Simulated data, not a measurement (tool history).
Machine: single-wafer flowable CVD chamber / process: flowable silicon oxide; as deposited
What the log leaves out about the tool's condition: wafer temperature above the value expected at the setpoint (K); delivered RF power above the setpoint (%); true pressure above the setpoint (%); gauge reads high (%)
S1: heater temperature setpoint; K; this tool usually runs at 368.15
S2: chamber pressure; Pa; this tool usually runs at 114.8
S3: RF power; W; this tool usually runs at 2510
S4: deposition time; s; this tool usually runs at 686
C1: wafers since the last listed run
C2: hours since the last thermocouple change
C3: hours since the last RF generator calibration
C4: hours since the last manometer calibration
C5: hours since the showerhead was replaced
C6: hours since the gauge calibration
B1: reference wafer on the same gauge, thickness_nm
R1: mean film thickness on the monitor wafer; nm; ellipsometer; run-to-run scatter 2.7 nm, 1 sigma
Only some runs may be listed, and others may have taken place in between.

run,hour,S1,S2,S3,S4,C1,C2,C3,C4,C5,C6,B1,R1
1,0.0,368.15,114.8,2510,686,0,2417.9,1975.9,2338.2,3346.6,27.0,611.062,497.511
2,8.2,368.15,114.8,2510,686,28,2426.1,1984.1,2346.4,3354.8,35.2,611.232,496.775
3,22.5,377.15,114.8,2890,686,49,2440.4,1998.4,2360.7,3369.1,49.5,610.579,359.393
4,34.3,377.15,114.8,2890,686,40,2452.2,2010.2,2372.5,3380.9,61.3,610.412,358.083
5,71.4,368.15,114.8,2235,686,128,2489.3,2047.3,2409.6,3418.0,98.4,611.229,493.215
6,81.6,368.15,114.8,2270,634,35,2499.5,2057.5,2419.8,3428.2,108.6,611.019,456.065
7,88.6,368.15,114.8,2270,634,24,2506.5,2064.5,2426.8,3435.2,115.6,611.835,457.004
# hour 99.9: capacitance manometer re-zeroed and calibrated
# hour 100.0: RF generator calibrated
8,100.4,368.15,114.8,2270,634,12,2518.3,0.4,0.5,3447.0,127.4,611.320,450.677
# hour 109.6: showerhead replaced
9,110.1,368.15,114.8,2510,686,5,2528.0,10.1,10.2,0.5,137.1,611.824,495.953
10,115.6,368.15,114.8,2510,686,19,2533.5,15.6,15.7,6.0,142.6,611.288,500.036
11,127.3,368.15,114.8,2890,686,40,2545.2,27.3,27.4,17.7,154.3,611.940,509.740
12,137.0,368.15,114.8,2890,686,33,2554.9,37.0,37.1,27.4,164.0,609.797,508.237
# hour 164.3: thermocouple changed; heater temperature recalibrated
13,172.5,368.15,114.8,2890,686,95,8.2,72.5,72.6,62.9,199.5,611.402,454.498
14,186.1,368.15,114.8,2510,686,46,21.8,86.1,86.2,76.5,213.1,610.833,450.782
15,199.1,368.15,89.5,2940,814,44,34.8,99.1,99.2,89.5,226.1,611.733,419.366
16,208.5,363.15,114.8,2510,686,32,44.2,108.5,108.6,98.9,235.5,612.245,543.800
17,218.3,368.15,114.8,2510,686,33,54.0,118.3,118.4,108.7,245.3,610.873,447.801
18,235.7,368.15,114.8,2830,598,60,71.4,135.7,135.8,126.1,262.7,610.353,393.382
# hour 246.4: thermocouple changed; heater temperature recalibrated, repeated, since the last time left the tool worse
19,246.9,368.15,114.8,2975,686,11,0.5,146.9,147.0,137.3,273.9,611.144,587.587
20,252.8,381.15,114.8,2510,686,20,6.4,152.8,152.9,143.2,279.8,610.503,355.193
21,260.3,379.15,114.8,2510,721,25,13.9,160.3,160.4,150.7,287.3,611.050,399.498
22,269.3,357.15,114.8,2510,626,31,22.9,169.3,169.4,159.7,296.3,610.677,772.180
# hour 282.7: gauge calibrated
23,285.9,382.15,114.8,2510,750,57,39.5,185.9,186.0,176.3,3.2,611.038,372.623

Run 24, settings as shown, results not yet in. Your forecast:
24,299.4,368.15,105.2,2510,686,46,53.0,199.4,199.5,189.8,16.7,?,?

{"run 24": {"B1": 611.65, "R1": 523.836}}
Minus the tool's unlogged condition, the same run would have read R1 522.035 nm.
